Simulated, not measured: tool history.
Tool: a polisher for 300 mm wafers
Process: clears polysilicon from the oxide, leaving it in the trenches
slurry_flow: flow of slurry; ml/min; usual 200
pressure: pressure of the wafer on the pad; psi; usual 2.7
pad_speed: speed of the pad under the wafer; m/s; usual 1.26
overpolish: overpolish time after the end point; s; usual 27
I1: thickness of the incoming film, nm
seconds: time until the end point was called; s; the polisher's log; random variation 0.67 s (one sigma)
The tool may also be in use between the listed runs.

Run 1, day 0: usual settings; I1 518.6. Result: seconds 35.7 s.
Run 2, day 2.808: usual settings; I1 513.1. Result: seconds 36.8 s.
Run 3, day 6.042: usual settings but slurry_flow 250 ml/min, pressure 3.4 psi; I1 522. Result: seconds 29 s.
Run 4, day 8.646: usual settings but slurry_flow 250 ml/min, pressure 3.4 psi; I1 523.2. Result: seconds 28.2 s.
At day 10.442: slurry nozzle cleaned.
Run 5, day 12.512: usual settings; I1 520.3. Result: seconds 34.9 s.
Run 6, day 15.933: usual settings; I1 517.1. Result: seconds 35.1 s.
Run 7, day 18.175: usual settings; I1 519.8. Result: seconds 35.8 s.
Run 8, day 22.404: usual settings but pressure 2.3 psi, pad_speed 1.4 m/s; I1 526.7. Result: seconds 39.4 s.
Run 9, day 26.054: usual settings but pressure 2.3 psi, pad_speed 1.4 m/s; I1 516.6. Result: seconds 37.2 s.
At day 29.9: worn pad replaced by a new one.
Run 10, day 29.921: usual settings; I1 519.9. Result: seconds 37.8 s.
Run 11, day 31.542: usual settings but slurry_flow 160 ml/min, overpolish 31 s; I1 520.7. Result: seconds 38.4 s.
At day 32.579: head pressure recalibrated.
Run 12, day 33.825: usual settings but slurry_flow 220 ml/min; I1 521.7. Result: seconds 37.4 s.
At day 36.708: slurry nozzle cleaned.
Run 13, day 37.842: usual settings but slurry_flow 230 ml/min, pressure 2 psi, pad_speed 0.82 m/s, overpolish 13 s; I1 515.6. Result: seconds 67.3 s.
Run 14, day 41.317: usual settings but pressure 3.6 psi, pad_speed 1.64 m/s, overpolish 17 s; I1 529. Result: seconds 20.9 s.
Run 15, day 43.158: usual settings but slurry_flow 265 ml/min, pressure 1.8 psi, pad_speed 0.94 m/s, overpolish 41 s; I1 522.9. Result: seconds 65.3 s.
Run 16, day 46.433: usual settings; I1 512.4. Result: seconds 34.6 s.
Run 17, day 49.646: usual settings but pressure 3.2 psi; I1 515.3. Result: seconds 29.6 s.
Run 18, day 53.233: usual settings but slurry_flow 160 ml/min, pressure 2 psi, pad_speed 0.88 m/s, overpolish 32 s; I1 528.9. Result: seconds 71.7 s.
At day 56.662: worn pad replaced by a new one.
Run 19, day 57.042: usual settings but slurry_flow 235 ml/min, pressure 2.3 psi, pad_speed 1 m/s; I1 522.8. Result: seconds 52.3 s.
Run 20, day 60.346: usual settings but pad_speed 1.5 m/s; I1 520. Result: seconds 32.7 s.
Run 21, day 62.817: usual settings but slurry_flow 170 ml/min; I1 523.7. Result: seconds 38.5 s.
At day 65.375: slurry nozzle cleaned.
Run 22, day 67.125: usual settings; I1 528.3. Result: seconds 35.1 s.
Run 23, day 71.012: usual settings but slurry_flow 235 ml/min, pad_speed 0.88 m/s, overpolish 16 s; I1 522.3. Result: seconds 48 s.
Run 24, day 73.158: usual settings; I1 516.9. Result: seconds 34.2 s.
Run 25, day 74.758: usual settings but pressure 2.3 psi; I1 527.8. Result: seconds 41.4 s.
Run 26, day 76.338: usual settings but slurry_flow 175 ml/min, pressure 2.3 psi, pad_speed 0.82 m/s, overpolish 16 s; I1 513.2. Result: seconds 62.5 s.
Run 27, day 78.067: usual settings but slurry_flow 250 ml/min, pad_speed 1.48 m/s; I1 523.8. Result: seconds 30.1 s.
Run 28, day 82.525: usual settings but pad_speed 1.58 m/s; I1 515. Result: seconds 28.9 s.
At day 83.008: head pressure recalibrated.
Run 29, day 85.746: usual settings but pressure 3 psi; I1 520.9. Result: seconds 32.7 s.
At day 87.075: worn pad replaced by a new one.
Run 30, day 89.133: usual settings but slurry_flow 180 ml/min, pressure 2 psi, pad_speed 0.88 m/s; I1 514.9. Result: seconds 69.9 s.
Run 31, day 91.867: usual settings; I1 523.3. Result: seconds 35.8 s.
Run 32, day 94.296: usual settings but slurry_flow 255 ml/min, pad_speed 1.46 m/s, overpolish 17 s; I1 516.5. Result: seconds 32.2 s.
Run 33, day 98.271: usual settings but overpolish 41 s; I1 514.8. Result: seconds 37.2 s.
At day 98.929: slurry nozzle cleaned.
Run 34, day 102.254: usual settings but slurry_flow 140 ml/min, pressure 2.5 psi, pad_speed 0.88 m/s, overpolish 11 s; I1 520.5. Result: seconds 55.6 s.

The same runs without the tool's hidden state, with the same run-to-run variation:
The hidden state here: removal rate lost through wear of the pad, %; slurry flow missing at the pad, %; deviation of the head's pressure from its setpoint, %.
run  seconds
  1     33.9
  2     34.7
  3     27.4
  4     26.3
  5     34.4
  6     34.4
  7     34.8
  8     37.9
  9     35.4
 10     35.5
 11     35.3
 12     34.7
 13     66.9
 14     20.6
 15     64.5
 16     33.8
 17     28.7
 18       68
 19     49.8
 20     30.5
 21     35.1
 22       35
 23     47.6
 24     33.7
 25     40.6
 26     60.9
 27     29.4
 28     27.8
 29     31.1
 30     65.2
 31     33.3
 32     30.1
 33     33.5
 34     54.7
